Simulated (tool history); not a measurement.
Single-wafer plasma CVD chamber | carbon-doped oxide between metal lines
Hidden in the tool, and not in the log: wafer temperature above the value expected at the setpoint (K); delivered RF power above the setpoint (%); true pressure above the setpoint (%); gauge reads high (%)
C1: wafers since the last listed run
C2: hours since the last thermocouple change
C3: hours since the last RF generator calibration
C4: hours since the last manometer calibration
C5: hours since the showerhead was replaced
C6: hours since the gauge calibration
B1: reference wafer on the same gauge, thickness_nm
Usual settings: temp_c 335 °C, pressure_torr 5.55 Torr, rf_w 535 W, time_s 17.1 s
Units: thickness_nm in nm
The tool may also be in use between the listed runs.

run 1 hour=0.0 | temp_c=335 pressure_torr=5.55 rf_w=535 time_s=17.1 | C1=0 C2=561.6 C3=262.7 C4=1743.8 C5=6359.2 C6=1184.3 | B1=90.778 | thickness_nm=87.149
run 2 hour=37.5 | temp_c=335 pressure_torr=5.55 rf_w=535 time_s=17.1 | C1=865 C2=599.1 C3=300.2 C4=1781.3 C5=6396.7 C6=1221.8 | B1=90.814 | thickness_nm=87.616
run 3 hour=102.6 | temp_c=335 pressure_torr=5.55 rf_w=535 time_s=17.1 | C1=1502 C2=664.2 C3=365.3 C4=1846.4 C5=6461.8 C6=1286.9 | B1=90.770 | thickness_nm=86.889
run 4 hour=149.0 | temp_c=335 pressure_torr=5.55 rf_w=535 time_s=17.1 | C1=1071 C2=710.6 C3=411.7 C4=1892.8 C5=6508.2 C6=1333.3 | B1=90.781 | thickness_nm=87.198
run 5 hour=302.2 | temp_c=335 pressure_torr=5.55 rf_w=535 time_s=17.1 | C1=3536 C2=863.8 C3=564.9 C4=2046.0 C5=6661.4 C6=1486.5 | B1=90.763 | thickness_nm=87.322
-- hour=308.3 gauge calibrated
run 6 hour=356.9 | temp_c=335 pressure_torr=5.55 rf_w=535 time_s=17.1 | C1=1262 C2=918.5 C3=619.6 C4=2100.7 C5=6716.1 C6=48.6 | B1=90.789 | thickness_nm=87.011
run 7 hour=398.1 | temp_c=335 pressure_torr=5.55 rf_w=535 time_s=17.1 | C1=950 C2=959.7 C3=660.8 C4=2141.9 C5=6757.3 C6=89.8 | B1=90.763 | thickness_nm=87.026
run 8 hour=469.3 | temp_c=335 pressure_torr=5.55 rf_w=535 time_s=17.1 | C1=1643 C2=1030.9 C3=732.0 C4=2213.1 C5=6828.5 C6=161.0 | B1=90.765 | thickness_nm=87.310
run 9 hour=538.2 | temp_c=335 pressure_torr=5.55 rf_w=535 time_s=17.1 | C1=1590 C2=1099.8 C3=800.9 C4=2282.0 C5=6897.4 C6=229.9 | B1=90.739 | thickness_nm=86.114
run 10 hour=590.4 | temp_c=335 pressure_torr=5.55 rf_w=535 time_s=17.1 | C1=1204 C2=1152.0 C3=853.1 C4=2334.2 C5=6949.6 C6=282.1 | B1=90.855 | thickness_nm=86.884
run 11 hour=641.7 | temp_c=335 pressure_torr=5.55 rf_w=535 time_s=17.1 | C1=1184 C2=1203.3 C3=904.4 C4=2385.5 C5=7000.9 C6=333.4 | B1=90.776 | thickness_nm=86.586
run 12 hour=703.8 | temp_c=335 pressure_torr=5.55 rf_w=535 time_s=18.7 | C1=1433 C2=1265.4 C3=966.5 C4=2447.6 C5=7063.0 C6=395.5 | B1=90.745 | thickness_nm=94.582
-- hour=720.3 capacitance manometer re-zeroed and calibrated
run 13 hour=742.0 | temp_c=335 pressure_torr=5.55 rf_w=535 time_s=17.1 | C1=697 C2=1303.6 C3=1004.7 C4=21.7 C5=7101.2 C6=433.7 | B1=90.810 | thickness_nm=87.003
run 14 hour=791.7 | temp_c=335 pressure_torr=5.55 rf_w=485 time_s=17.1 | C1=1147 C2=1353.3 C3=1054.4 C4=71.4 C5=7150.9 C6=483.4 | B1=90.802 | thickness_nm=82.164
run 15 hour=839.8 | temp_c=325 pressure_torr=4.49 rf_w=505 time_s=17.1 | C1=1110 C2=1401.4 C3=1102.5 C4=119.5 C5=7199.0 C6=531.5 | B1=90.816 | thickness_nm=82.674
run 16 hour=900.0 | temp_c=327 pressure_torr=4.24 rf_w=440 time_s=13.7 | C1=1389 C2=1461.6 C3=1162.7 C4=179.7 C5=7259.2 C6=591.7 | B1=90.829 | thickness_nm=59.716
-- hour=921.9 thermocouple changed; heater temperature recalibrated
run 17 hour=928.6 | temp_c=335 pressure_torr=4.97 rf_w=610 time_s=17.1 | C1=475 C2=6.7 C3=1191.3 C4=208.3 C5=7287.8 C6=620.3 | B1=90.782 | thickness_nm=90.975
-- hour=1022.2 RF generator calibrated
run 18 hour=1052.1 | temp_c=335 pressure_torr=6.22 rf_w=535 time_s=15.1 | C1=2665 C2=130.2 C3=29.9 C4=331.8 C5=7411.3 C6=743.8 | B1=90.832 | thickness_nm=80.388
run 19 hour=1092.2 | temp_c=341 pressure_torr=4.61 rf_w=450 time_s=15.8 | C1=925 C2=170.3 C3=70.0 C4=371.9 C5=7451.4 C6=783.9 | B1=90.847 | thickness_nm=69.832
-- hour=1113.2 showerhead replaced
run 20 hour=1118.9 | temp_c=339 pressure_torr=6.29 rf_w=535 time_s=18.7 | C1=431 C2=197.0 C3=96.7 C4=398.6 C5=5.7 C6=810.6 | B1=90.770 | thickness_nm=98.140
run 21 hour=1183.9 | temp_c=335 pressure_torr=5.11 rf_w=620 time_s=17.1 | C1=1500 C2=262.0 C3=161.7 C4=463.6 C5=70.7 C6=875.6 | B1=90.833 | thickness_nm=94.541
run 22 hour=1246.8 | temp_c=335 pressure_torr=6.64 rf_w=610 time_s=18.5 | C1=1451 C2=324.9 C3=224.6 C4=526.5 C5=133.6 C6=938.5 | B1=90.838 | thickness_nm=106.290
run 23 hour=1281.6 | temp_c=335 pressure_torr=5.55 rf_w=535 time_s=17.1 | C1=803 C2=359.7 C3=259.4 C4=561.3 C5=168.4 C6=973.3 | B1=90.804 | thickness_nm=88.246
run 24 hour=1317.0 | temp_c=346 pressure_torr=5.55 rf_w=535 time_s=17.1 | C1=817 C2=395.1 C3=294.8 C4=596.7 C5=203.8 C6=1008.7 | B1=90.832 | thickness_nm=86.021
run 25 hour=1363.6 | temp_c=324 pressure_torr=4.94 rf_w=435 time_s=19.9 | C1=1075 C2=441.7 C3=341.4 C4=643.3 C5=250.4 C6=1055.3 | B1=90.714 | thickness_nm=91.434
run 26 hour=1387.8 | temp_c=335 pressure_torr=4.52 rf_w=535 time_s=19.4 | C1=558 C2=465.9 C3=365.6 C4=667.5 C5=274.6 C6=1079.5 | B1=90.784 | thickness_nm=95.710

Run 27 comes next. What will it give?
run 27 hour=1447.0 | temp_c=335 pressure_torr=5.55 rf_w=485 time_s=17.1 | C1=1366 C2=525.1 C3=424.8 C4=726.7 C5=333.8 C6=1138.7 | B1=? | thickness_nm=?

Run 27 gave B1 90.782, thickness_nm 83.791 nm.
Without the tool's hidden state the same run would have given thickness_nm 84.431 nm.
